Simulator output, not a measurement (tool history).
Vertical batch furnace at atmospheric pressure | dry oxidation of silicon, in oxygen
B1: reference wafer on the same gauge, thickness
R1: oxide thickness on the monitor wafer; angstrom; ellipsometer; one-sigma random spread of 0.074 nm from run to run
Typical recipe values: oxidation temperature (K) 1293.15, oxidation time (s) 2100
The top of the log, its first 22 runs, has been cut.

{"run": 23, "day": 28.367, "oxidation temperature (K)": 1293.15, "oxidation time (s)": 2100, "B1": 44.73, "R1": 407.0}
{"run": 24, "day": 29.088, "oxidation temperature (K)": 1293.15, "oxidation time (s)": 2100, "B1": 44.7, "R1": 407.4}
{"run": 25, "day": 30.483, "oxidation temperature (K)": 1293.15, "oxidation time (s)": 2100, "B1": 44.69, "R1": 406.7}
{"run": 26, "day": 31.254, "oxidation temperature (K)": 1318.15, "oxidation time (s)": 1050, "B1": 44.74, "R1": 336.4}
{"run": 27, "day": 31.812, "oxidation temperature (K)": 1277.15, "oxidation time (s)": 2670, "B1": 44.71, "R1": 407.3}
{"run": 28, "day": 32.367, "oxidation temperature (K)": 1293.15, "oxidation time (s)": 2100, "B1": 44.68, "R1": 408.2}
{"run": 29, "day": 33.658, "oxidation temperature (K)": 1293.15, "oxidation time (s)": 2100, "B1": 44.68, "R1": 407.8}
{"run": 30, "day": 34.175, "oxidation temperature (K)": 1310.15, "oxidation time (s)": 2730, "B1": 44.69, "R1": 558.9}
{"run": 31, "day": 34.942, "oxidation temperature (K)": 1269.15, "oxidation time (s)": 1470, "B1": 44.67, "R1": 266.8}
{"run": 32, "day": 35.592, "oxidation temperature (K)": 1311.15, "oxidation time (s)": 1080, "B1": 44.73, "R1": 323.4}
{"run": 33, "day": 36.658, "oxidation temperature (K)": 1306.15, "oxidation time (s)": 2550, "B1": 44.69, "R1": 516.7}
{"run": 34, "day": 40.488, "oxidation temperature (K)": 1293.15, "oxidation time (s)": 2730, "B1": 44.68, "R1": 482.4}
{"run": 35, "day": 41.333, "oxidation temperature (K)": 1311.15, "oxidation time (s)": 1740, "B1": 44.67, "R1": 429.9}

Run 36 has not been measured yet. What should we expect?
{"run": 36, "day": 42.067, "oxidation temperature (K)": 1311.15, "oxidation time (s)": 1740, "B1": "?", "R1": "?"}

Run 36 produced B1 44.70, R1 429.4 angstrom.
With no hidden state in the tool, this same run would have given R1 424.4 angstrom.
